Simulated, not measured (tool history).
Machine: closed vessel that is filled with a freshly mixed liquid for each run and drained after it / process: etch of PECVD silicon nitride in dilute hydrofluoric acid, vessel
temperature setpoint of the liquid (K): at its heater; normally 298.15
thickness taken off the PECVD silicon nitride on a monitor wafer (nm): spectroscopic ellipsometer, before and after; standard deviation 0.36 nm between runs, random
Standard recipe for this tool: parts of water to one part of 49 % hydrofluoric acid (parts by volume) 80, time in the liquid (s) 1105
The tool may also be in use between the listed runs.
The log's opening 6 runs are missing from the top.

run	hour	temperature setpoint of the liquid (K)	parts of water to one part of 49 % hydrofluoric acid (parts by volume)	time in the liquid (s)	read-back film thickness of the PECVD silicon nitride reference wafer, read on the same gauge (nm)	thickness taken off the PECVD silicon nitride on a monitor wafer (nm)
7	317.6	298.15	80	1440	30.01	66.37
8	355.1	298.15	80	1440	30.01	66.3
9	424.7	298.15	80	1440	30.03	66.26
10	469.2	298.15	80	1105	30.01	51.3
11	524.7	298.15	80	1105	30.04	50.8
12	586.1	302.65	55	655	30	58.61
13	620.5	295.15	50	1725	30.03	103.47
14	671	302.65	120	1105	29.99	45.41
15	704.4	298.15	80	1105	30	50.94
16	752.6	294.65	55	760	29.99	40.38
17	785.6	295.15	80	1680	30.02	63.78
18	843.1	298.15	80	1105	30	51.07
19	878.5	296.65	50	1615	29.99	106.22
20	915.2	298.15	80	785	29.99	36.69
21	942.4	295.15	65	1105	29.99	51.45
22	980.4	294.15	80	1105	30	39.32
23	1026.5	298.15	110	730	30	24.42
# hour 1047.6: hydrofluoric acid flow meter replaced
24	1094.2	294.15	95	1420	30.01	41.89
25	1124.6	301.65	80	645	30.02	37.26
26	1150.6	298.15	80	1450	29.99	67.87
27	1212	301.65	100	1610	30	74.43
28	1255.2	298.15	80	1105	30.05	51.77

Run 29, settings as shown, results not yet in. Your forecast:
29	1323.9	298.15	80	755	?	?

Run 29 produced read-back film thickness of the PECVD silicon nitride reference wafer, read on the same gauge (nm) 29.99, thickness taken off the PECVD silicon nitride on a monitor wafer (nm) 34.74.
Take away the tool's hidden state, keep the run-to-run variation as it was, and the same run would have given thickness taken off the PECVD silicon nitride on a monitor wafer (nm) 34.74.
